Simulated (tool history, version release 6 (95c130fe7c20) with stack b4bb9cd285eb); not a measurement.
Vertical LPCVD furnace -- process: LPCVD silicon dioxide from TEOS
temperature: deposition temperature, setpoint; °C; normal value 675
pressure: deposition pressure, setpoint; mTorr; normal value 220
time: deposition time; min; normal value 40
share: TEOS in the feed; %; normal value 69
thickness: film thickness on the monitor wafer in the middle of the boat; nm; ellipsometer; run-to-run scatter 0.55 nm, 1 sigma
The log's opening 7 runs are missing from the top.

run	hour	temperature	pressure	time	share	wafers since the last listed run	hours since the last temperature calibration	hours since the pressure gauge was zeroed	hours since the TEOS flow controller was replaced	hours since the gauge calibration	read-back reference wafer on the same gauge, thickness	thickness
8	638.2	675	220	40	58	832	1419.2	2626.5	4453.1	1692.6	148.05	139.42
9	740.3	675	220	40	69	917	1521.3	2728.6	4555.2	1794.7	147.89	153.65
# hour 843.2: TEOS flow controller replaced
10	843.7	675	220	40	69	713	1624.7	2832	0.5	1898.1	148.07	153.84
# hour 897.8: thermocouples replaced and temperature profile calibrated
11	963.4	675	220	40	69	860	65.6	2951.7	120.2	2017.8	148.07	148.69
12	1068.4	675	220	40	69	943	170.6	3056.7	225.2	2122.8	147.9	150.07
13	1175.5	675	250	40	69	962	277.7	3163.8	332.3	2229.9	147.87	160.04
# hour 1254.9: gauge calibrated
14	1280.1	681	220	40	69	940	382.3	3268.4	436.9	25.2	148.01	174.92
15	1346.1	664	220	32	74	593	448.3	3334.4	502.9	91.2	148.09	96.85
16	1415.6	683	195	47	78	624	517.8	3403.9	572.4	160.7	148.05	219.22
17	1520.6	686	220	35.5	78	943	622.8	3508.9	677.4	265.7	148.1	187.75
18	1585.4	675	220	40	69	582	687.6	3573.7	742.2	330.5	147.94	153.92
19	1633.8	686	220	47	69	435	736	3622.1	790.6	378.9	148.05	236.65
# hour 1714.7: pressure gauge zeroed
20	1715.2	675	220	40	69	515	817.4	0.5	872	460.3	147.96	149.19
21	1743.8	669	220	46	82	257	846	29.1	900.6	488.9	147.83	162
22	1826.9	675	220	40	58	746	929.1	112.2	983.7	572	147.9	137.19
23	1925.5	675	220	40	69	886	1027.7	210.8	1082.3	670.6	147.94	150.43
24	1984.3	675	195	48.5	69	528	1086.5	269.6	1141.1	729.4	147.95	172.24
25	2064.9	675	220	49.5	69	724	1167.1	350.2	1221.7	810	148.06	185.67
26	2122.6	675	175	40	64	518	1224.8	407.9	1279.4	867.7	147.96	129.45
27	2186	680	190	40	69	569	1288.2	471.3	1342.8	931.1	148.08	157.9
28	2271.8	684	220	50.5	79	771	1374	557.1	1428.6	1016.9	148.09	252.1
29	2353.6	665	220	40	76	735	1455.8	638.9	1510.4	1098.7	147.88	123.92
30	2432.1	675	220	40	69	705	1534.3	717.4	1588.9	1177.2	147.89	150.52
31	2493.2	675	220	40	69	549	1595.4	778.5	1650	1238.3	147.99	151.14
32	2566.8	670	195	48	81	661	1669	852.1	1723.6	1311.9	147.9	163.03

3 options for the next run, each taken on its own from the tool as it stands now. Forecast them:
A	2571.7	675	220	40	69	44	1673.9	857	1728.5	1316.8	?	?
B	2571.7	672	175	28.5	59	44	1673.9	857	1728.5	1316.8	?	?
C	2571.7	675	180	34.5	69	44	1673.9	857	1728.5	1316.8	?	?

run	read-back reference wafer on the same gauge, thickness	thickness
A	148.05	151.04
B	148.05	82.57
C	148.05	117.97
The same runs, with their run-to-run variation unchanged, on a tool lacking any hidden condition would have given:
run	thickness
A	144.61
B	78.93
C	112.82
